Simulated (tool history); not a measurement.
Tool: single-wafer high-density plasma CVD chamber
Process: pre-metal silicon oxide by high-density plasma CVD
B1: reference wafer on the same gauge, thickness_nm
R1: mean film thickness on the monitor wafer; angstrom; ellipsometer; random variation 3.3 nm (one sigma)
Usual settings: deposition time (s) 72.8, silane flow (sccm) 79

Run 1, day 0.000: usual settings but deposition time (s) 67.3; B1 541.728. Result: R1 5244.50 angstrom.
Run 2, day 1.546: usual settings but deposition time (s) 67.3; B1 542.133. Result: R1 5231.84 angstrom.
Run 3, day 4.283: usual settings but silane flow (sccm) 70; B1 542.781. Result: R1 5133.76 angstrom.
Run 4, day 5.708: usual settings; B1 543.250. Result: R1 5703.10 angstrom.
Run 5, day 7.783: usual settings; B1 544.665. Result: R1 5703.44 angstrom.
Run 6, day 10.612: usual settings; B1 545.933. Result: R1 5682.58 angstrom.
Run 7, day 12.679: usual settings; B1 546.680. Result: R1 5701.20 angstrom.
Run 8, day 13.712: usual settings; B1 546.887. Result: R1 5773.36 angstrom.
Run 9, day 20.521: usual settings but silane flow (sccm) 64; B1 551.105. Result: R1 4767.02 angstrom.
At day 21.967: gauge calibrated.
Run 10, day 22.029: usual settings but deposition time (s) 81.1; B1 533.673. Result: R1 6225.81 angstrom.
At day 23.162: silane flow controller replaced.
Run 11, day 28.754: usual settings but silane flow (sccm) 69; B1 534.145. Result: R1 4937.38 angstrom.
Run 12, day 29.892: usual settings but silane flow (sccm) 94; B1 534.080. Result: R1 6531.89 angstrom.
Run 13, day 32.617: usual settings but deposition time (s) 62.5, silane flow (sccm) 70; B1 534.959. Result: R1 4330.57 angstrom.
Run 14, day 39.642: usual settings; B1 535.252. Result: R1 5635.93 angstrom.
Run 15, day 41.429: usual settings; B1 536.367. Result: R1 5650.78 angstrom.
Run 16, day 43.062: usual settings but deposition time (s) 81.2, silane flow (sccm) 92; B1 536.993. Result: R1 7165.58 angstrom.
Run 17, day 45.712: usual settings but deposition time (s) 66.8, silane flow (sccm) 70; B1 537.880. Result: R1 4677.79 angstrom.

3 ways to go on from here, each from the tool as it stands after run 17. What would each give?
Run A, day 45.729: usual settings but deposition time (s) 61.0; B1 ?. Result: R1 ?.
Run B, day 45.729: usual settings but deposition time (s) 80.2, silane flow (sccm) 69; B1 ?. Result: R1 ?.
Run C, day 45.729: usual settings but deposition time (s) 82.7, silane flow (sccm) 70; B1 ?. Result: R1 ?.

run       B1       R1
  A  537.621  4724.41
  B  537.621  5494.35
  C  537.621  5739.56
Without the tool's hidden state the same runs would have given:
run       R1
  A  4708.07
  B  5475.35
  C  5719.71
